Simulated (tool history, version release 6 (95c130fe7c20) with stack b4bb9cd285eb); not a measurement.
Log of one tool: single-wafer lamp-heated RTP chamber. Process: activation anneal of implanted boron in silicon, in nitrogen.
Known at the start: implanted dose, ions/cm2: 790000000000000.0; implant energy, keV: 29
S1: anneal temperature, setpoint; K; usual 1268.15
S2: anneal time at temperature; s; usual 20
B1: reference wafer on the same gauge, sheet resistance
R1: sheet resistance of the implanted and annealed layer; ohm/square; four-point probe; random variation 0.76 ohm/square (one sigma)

run     day       S1  S2      B1      R1
  1   0.000  1268.15  11  164.00  161.45
  2   1.225  1268.15  11  164.02  160.74
  3   1.942  1268.15  20  163.82  158.50
  4   2.729  1268.15  20  164.10  158.08
  5   4.017  1268.15  20  163.97  157.38
  6   4.542  1268.15  17  164.05  158.94
  7   5.171  1268.15  24  164.06  157.28
  8   6.517  1268.15  20  164.20  158.07
  9   7.250  1268.15  20  164.17  157.61
 10   8.312  1268.15  20  164.01  158.08
 11   9.475  1268.15  25  164.01  159.08
 12  10.050  1268.15  25  164.08  157.36
     11.525  -- reflector plate cleaned
 13  11.546  1268.15  25  164.13  157.96
 14  12.329  1288.15  20  164.03  152.25
 15  13.400  1288.15  20  163.86  153.78
 16  14.521  1283.15  11  163.78  155.41
 17  15.938  1283.15  11  164.01  155.56
 18  16.867  1268.15  20  164.03  157.61
 19  17.383  1268.15  25  164.07  157.75
 20  18.779  1245.15  29  164.13  172.53
 21  19.875  1268.15  20  164.00  159.49
 22  21.275  1284.15   9  164.08  155.89
 23  22.396  1285.15  13  164.22  153.78
 24  23.429  1268.15  16  163.96  158.54
 25  24.192  1254.15  10  164.09  172.45
     25.592  -- pyrometer window cleaned and pyrometer calibrated
 26  25.612  1284.15  20  164.11  153.95
 27  26.396  1268.15  20  164.04  159.05
 28  27.458  1292.15  14  163.97  152.88
     29.312  -- gauge calibrated
 29  30.217  1251.15  29  164.07  167.45
 30  31.079  1255.15  20  164.05  166.11
 31  32.546  1268.15  20  163.82  158.69
 32  33.475  1288.15  26  163.95  153.09
 33  33.983  1286.15  27  164.04  153.03
 34  34.508  1268.15  20  163.96  159.71
 35  37.196  1250.15  27  164.03  168.08
 36  38.338  1283.15  11  164.04  154.64
 37  38.867  1249.15  20  164.14  171.23
 38  39.546  1238.15  12  163.99  192.04

3 ways to go on from here, each from the tool as it stands after run 38. What would each give?
  A  39.562  1268.15  26   ?   ?
  B  39.562  1268.15  14   ?   ?
  C  39.562  1268.15  29   ?   ?

run      B1      R1
  A  164.08  157.31
  B  164.08  159.72
  C  164.08  156.92
Without the tool's hidden state the same runs would have given:
run      R1
  A  157.31
  B  159.72
  C  156.92
